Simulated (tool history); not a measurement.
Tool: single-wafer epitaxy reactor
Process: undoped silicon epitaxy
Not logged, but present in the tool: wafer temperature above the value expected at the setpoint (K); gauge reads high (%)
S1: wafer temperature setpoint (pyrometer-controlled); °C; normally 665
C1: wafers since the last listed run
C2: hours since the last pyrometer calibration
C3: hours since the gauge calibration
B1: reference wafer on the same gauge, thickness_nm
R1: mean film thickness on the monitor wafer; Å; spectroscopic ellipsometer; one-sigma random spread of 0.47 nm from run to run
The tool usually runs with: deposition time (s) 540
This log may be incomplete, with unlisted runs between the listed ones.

Run 1, hour 0.0: usual settings but S1 672 °C, deposition time (s) 516; C1 0; C2 2097.8; C3 777.6; B1 113.069. Result: R1 1401.95 Å.
Run 2, hour 70.8: usual settings but S1 672 °C, deposition time (s) 516; C1 270; C2 2168.6; C3 848.4; B1 113.122. Result: R1 1398.65 Å.
Run 3, hour 125.1: usual settings; C1 207; C2 2222.9; C3 902.7; B1 112.850. Result: R1 1240.85 Å.
Run 4, hour 186.1: usual settings but deposition time (s) 507; C1 233; C2 2283.9; C3 963.7; B1 112.885. Result: R1 1163.36 Å.
Run 5, hour 243.2: usual settings but deposition time (s) 507; C1 218; C2 2341.0; C3 1020.8; B1 113.056. Result: R1 1164.20 Å.
Run 6, hour 275.1: usual settings; C1 121; C2 2372.9; C3 1052.7; B1 113.047. Result: R1 1234.09 Å.
Run 7, hour 314.2: usual settings; C1 149; C2 2412.0; C3 1091.8; B1 112.872. Result: R1 1250.01 Å.
Run 8, hour 361.8: usual settings; C1 181; C2 2459.6; C3 1139.4; B1 113.047. Result: R1 1248.28 Å.
Run 9, hour 409.0: usual settings; C1 180; C2 2506.8; C3 1186.6; B1 112.994. Result: R1 1243.38 Å.
Run 10, hour 436.1: usual settings; C1 103; C2 2533.9; C3 1213.7; B1 113.022. Result: R1 1240.63 Å.
Run 11, hour 502.3: usual settings; C1 253; C2 2600.1; C3 1279.9; B1 113.181. Result: R1 1240.21 Å.
Run 12, hour 551.5: usual settings but S1 659 °C, deposition time (s) 479; C1 188; C2 2649.3; C3 1329.1; B1 112.974. Result: R1 951.92 Å.
Run 13, hour 583.2: usual settings but S1 659 °C, deposition time (s) 479; C1 121; C2 2681.0; C3 1360.8; B1 112.748. Result: R1 948.94 Å.
Run 14, hour 637.8: usual settings but S1 659 °C, deposition time (s) 479; C1 208; C2 2735.6; C3 1415.4; B1 112.880. Result: R1 944.80 Å.
At hour 730.6: pyrometer calibrated.
Run 15, hour 748.8: usual settings; C1 393; C2 18.2; C3 1526.4; B1 113.132. Result: R1 1311.17 Å.
Run 16, hour 804.9: usual settings; C1 214; C2 74.3; C3 1582.5; B1 112.866. Result: R1 1296.42 Å.
Run 17, hour 832.2: usual settings; C1 104; C2 101.6; C3 1609.8; B1 113.164. Result: R1 1289.53 Å.
Run 18, hour 872.3: usual settings; C1 153; C2 141.7; C3 1649.9; B1 113.045. Result: R1 1288.39 Å.
Run 19, hour 917.4: usual settings; C1 172; C2 186.8; C3 1695.0; B1 113.098. Result: R1 1296.30 Å.
Run 20, hour 976.2: usual settings but S1 677 °C, deposition time (s) 440; C1 224; C2 245.6; C3 1753.8; B1 113.067. Result: R1 1398.03 Å.
Run 21, hour 1031.7: usual settings but S1 675 °C; C1 212; C2 301.1; C3 1809.3; B1 112.919. Result: R1 1631.16 Å.
At hour 1117.8: gauge calibrated.
Run 22, hour 1150.5: usual settings but S1 653 °C; C1 454; C2 419.9; C3 32.7; B1 113.096. Result: R1 959.98 Å.
Run 23, hour 1197.0: usual settings but S1 651 °C, deposition time (s) 464; C1 177; C2 466.4; C3 79.2; B1 112.976. Result: R1 777.07 Å.
Run 24, hour 1248.3: usual settings but S1 654 °C; C1 196; C2 517.7; C3 130.5; B1 113.183. Result: R1 979.24 Å.
Run 25, hour 1292.6: usual settings but S1 675 °C, deposition time (s) 487; C1 169; C2 562.0; C3 174.8; B1 113.000. Result: R1 1465.85 Å.
Run 26, hour 1322.5: usual settings but S1 674 °C, deposition time (s) 495; C1 114; C2 591.9; C3 204.7; B1 112.920. Result: R1 1450.03 Å.
Run 27, hour 1378.8: usual settings but S1 655 °C, deposition time (s) 605; C1 215; C2 648.2; C3 261.0; B1 112.981. Result: R1 1117.55 Å.
Run 28, hour 1409.2: usual settings but S1 659 °C, deposition time (s) 479; C1 116; C2 678.6; C3 291.4; B1 113.039. Result: R1 972.26 Å.
Run 29, hour 1448.5: usual settings but S1 657 °C, deposition time (s) 487; C1 150; C2 717.9; C3 330.7; B1 112.955. Result: R1 936.76 Å.
Run 30, hour 1615.4: usual settings but S1 652 °C, deposition time (s) 585; C1 638; C2 884.8; C3 497.6; B1 112.968. Result: R1 1000.62 Å.
Run 31, hour 1680.4: usual settings but S1 678 °C, deposition time (s) 488; C1 248; C2 949.8; C3 562.6; B1 113.087. Result: R1 1554.91 Å.
Run 32, hour 1719.1: usual settings but S1 670 °C, deposition time (s) 637; C1 147; C2 988.5; C3 601.3; B1 112.952. Result: R1 1681.78 Å.
Run 33, hour 1746.1: usual settings; C1 103; C2 1015.5; C3 628.3; B1 113.222. Result: R1 1259.44 Å.
Run 34, hour 1797.9: usual settings but S1 651 °C, deposition time (s) 449; C1 198; C2 1067.3; C3 680.1; B1 113.227. Result: R1 738.22 Å.
Run 35, hour 1861.7: usual settings; C1 243; C2 1131.1; C3 743.9; B1 112.987. Result: R1 1257.44 Å.
Run 36, hour 1924.0: usual settings; C1 238; C2 1193.4; C3 806.2; B1 113.013. Result: R1 1250.22 Å.
Run 37, hour 1961.6: usual settings; C1 143; C2 1231.0; C3 843.8; B1 113.051. Result: R1 1259.55 Å.
Run 38, hour 2013.4: usual settings but S1 655 °C, deposition time (s) 634; C1 198; C2 1282.8; C3 895.6; B1 112.950. Result: R1 1157.02 Å.

How would selected steps in R1 from run to run divide? Give the signed amount a tool lacking its hidden state would still show from settings, what came in and random variation, and the signed amount left for the hidden state, including any gauge scatter that is not in both of the compared results.
Run 14 -> 15: S1 659 -> 665, deposition time (s) 479 -> 540, pyrometer calibrated. R1 +366.37 Å: hidden state +49.92, all else +316.45.
Run 21 -> 22: S1 675 -> 653, gauge calibrated. R1 -671.18 Å: hidden state +4.84, all else -676.02.
Run 30 -> 31: S1 652 -> 678, deposition time (s) 585 -> 488. R1 +554.29 Å: hidden state -18.27, all else +572.56.
Run 33 -> 34: S1 665 -> 651, deposition time (s) 540 -> 449. R1 -521.22 Å: hidden state +17.51, all else -538.73.
Run 34 -> 35: S1 651 -> 665, deposition time (s) 449 -> 540. R1 +519.22 Å: hidden state -20.11, all else +539.33.

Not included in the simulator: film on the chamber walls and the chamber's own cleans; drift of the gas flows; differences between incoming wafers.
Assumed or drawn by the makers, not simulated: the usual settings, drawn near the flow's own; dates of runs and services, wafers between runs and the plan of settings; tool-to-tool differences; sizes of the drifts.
